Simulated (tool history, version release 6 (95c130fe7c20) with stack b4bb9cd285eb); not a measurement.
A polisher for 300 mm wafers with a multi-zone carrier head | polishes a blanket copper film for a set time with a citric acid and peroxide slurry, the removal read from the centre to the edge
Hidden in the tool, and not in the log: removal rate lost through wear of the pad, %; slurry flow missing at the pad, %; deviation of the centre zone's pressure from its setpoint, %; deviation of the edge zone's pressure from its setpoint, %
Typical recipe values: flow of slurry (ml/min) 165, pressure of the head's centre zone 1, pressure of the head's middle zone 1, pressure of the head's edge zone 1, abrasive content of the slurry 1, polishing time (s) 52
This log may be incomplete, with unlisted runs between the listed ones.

run   hour  flow of slurry (ml/min)  pressure of the head's centre zone  pressure of the head's middle zone  pressure of the head's edge zone  abrasive content of the slurry  polishing time (s)  wafers since the last listed run  wafers polished on this pad  hours since the slurry nozzle was cleaned  hours since the centre zone pressure was calibrated  hours since the edge zone pressure was calibrated  hours since the carrier head's membrane was replaced  incoming thickness of the incoming film, nm  film removed at the wafer's centre (Å)  film removed at mid-radius (Å)  film removed at the wafer's edge (Å)
  1      0                      165                                   1                                   1                                 1                               1                  52                                 0                          291                                         81                                                482.4                                               13.9                                                  41.7                                       1171.5                                    1153                            1109                                  1131
  2   22.4                      165                                   1                                   1                                 1                               1                  52                               338                          629                                      103.4                                                504.8                                               36.3                                                  64.1                                       1149.5                                    1111                            1079                                  1131
        25  -- centre zone pressure recalibrated
  3   30.5                      165                                   1                                   1                                 1                               1                  52                                92                          722                                      111.5                                                  5.5                                               44.4                                                  72.2                                       1159.4                                    1141                            1109                                  1141
  4     37                      220                                   1                                   1                              1.05                               1                  52                                98                          820                                        118                                                   12                                               50.9                                                  78.7                                       1162.1                                    1173                            1149                                  1195
  5   43.9                      145                                0.97                                   1                                 1                               1                  52                               104                          924                                      124.9                                                 18.9                                               57.8                                                  85.6                                       1154.9                                    1061                            1091                                  1127
  6     52                      185                                1.08                                   1                              0.92                               1                  57                               122                         1046                                        133                                                   27                                               65.9                                                  93.7                                       1155.3                                    1391                            1191                                  1187
  7   68.6                      165                                   1                                   1                                 1                             0.8                  63                               250                         1297                                      149.6                                                 43.6                                               82.5                                                 110.3                                       1159.7                                    1323                            1220                                  1277
      90.4  -- worn pad replaced by a new one
  8  118.8                      165                                1.03                                   1                                 1                               1                  66                               698                          428                                      199.8                                                 93.8                                              132.7                                                 160.5                                       1166.9                                    1497                            1407                                  1455
  9  126.6                      165                                   1                                   1                                 1                               1                  52                               117                          546                                      207.6                                                101.6                                              140.5                                                 168.3                                       1172.2                                    1155                            1098                                  1141
 10  134.8                      185                                   1                                   1                                 1                               1                  60                               123                          670                                      215.8                                                109.8                                              148.7                                                 176.5                                       1157.9                                    1364                            1255                                  1303
 11  143.7                      165                                1.12                                1.08                              1.05                               1                  68                               134                          805                                      224.7                                                118.7                                              157.6                                                 185.4                                       1183.6                                    1628                            1511                                  1482
 12  154.3                      165                                   1                                0.95                                 1                               1                  52                               160                          965                                      235.3                                                129.3                                              168.2                                                   196                                       1155.6                                    1133                            1054                                  1122
 13    172                      125                                   1                                   1                                 1                               1                  52                               267                         1232                                        253                                                  147                                              185.9                                                 213.7                                       1163.1                                    1120                            1062                                  1069
 14  178.3                      195                                   1                                   1                                 1                            1.15                  68                                95                         1327                                      259.3                                                153.3                                              192.2                                                   220                                       1150.4                                    1554                            1502                                  1530
 15  192.9                      165                                0.91                                1.07                              0.89                               1                  52                               220                         1548                                      273.9                                                167.9                                              206.8                                                 234.6                                       1153.6                                    1040                            1183                                  1040
 16  200.9                      165                                0.94                                   1                              1.07                             0.8                  52                               120                         1669                                      281.9                                                175.9                                              214.8                                                 242.6                                       1156.9                                    1004                            1057                                  1093
     213.5  -- worn pad replaced by a new one
 17    214                      125                                0.95                                   1                                 1                               1                  52                               137                            7                                        295                                                  189                                              227.9                                                 255.7                                       1185.9                                    1047                            1074                                  1085
 18  225.2                      165                                   1                                1.03                                 1                             1.1                  52                               169                          177                                      306.2                                                200.2                                              239.1                                                 266.9                                       1137.7                                    1162                            1152                                  1151
 19  236.1                      165                                   1                                   1                              1.11                             1.2                  46                               164                          341                                      317.1                                                211.1                                                250                                                 277.8                                       1162.2                                    1062                            1030                                  1093
 20  242.5                      165                                1.08                                   1                              1.11                               1                  52                                96                          438                                      323.5                                                217.5                                              256.4                                                 284.2                                       1149.4                                    1229                            1085                                  1188
 21  256.2                      165                                   1                                   1                                 1                               1                  52                               206                          645                                      337.2                                                231.2                                              270.1                                                 297.9                                       1174.7                                    1125                            1122                                  1120
 22  272.3                      165                                   1                                   1                              0.92                               1                  52                               243                          888                                      353.3                                                247.3                                              286.2                                                   314                                       1142.3                                    1136                            1105                                  1092
 23  289.7                      165                                   1                                   1                                 1                               1                  52                               262                         1151                                      370.7                                                264.7                                              303.6                                                 331.4                                         1155                                    1139                            1120                                  1103

Across each entry between runs, compare the hidden state at the last listed run before it with the hidden state at the first listed run after it:
Runs 2 to 3: centre zone pressure recalibrated (hour 25)
  no hidden state differs between the two runs
Runs 7 to 8: worn pad replaced by a new one (hour 90.4)
  no hidden state differs between the two runs
Runs 16 to 17: worn pad replaced by a new one (hour 213.5)
  no hidden state differs between the two runs
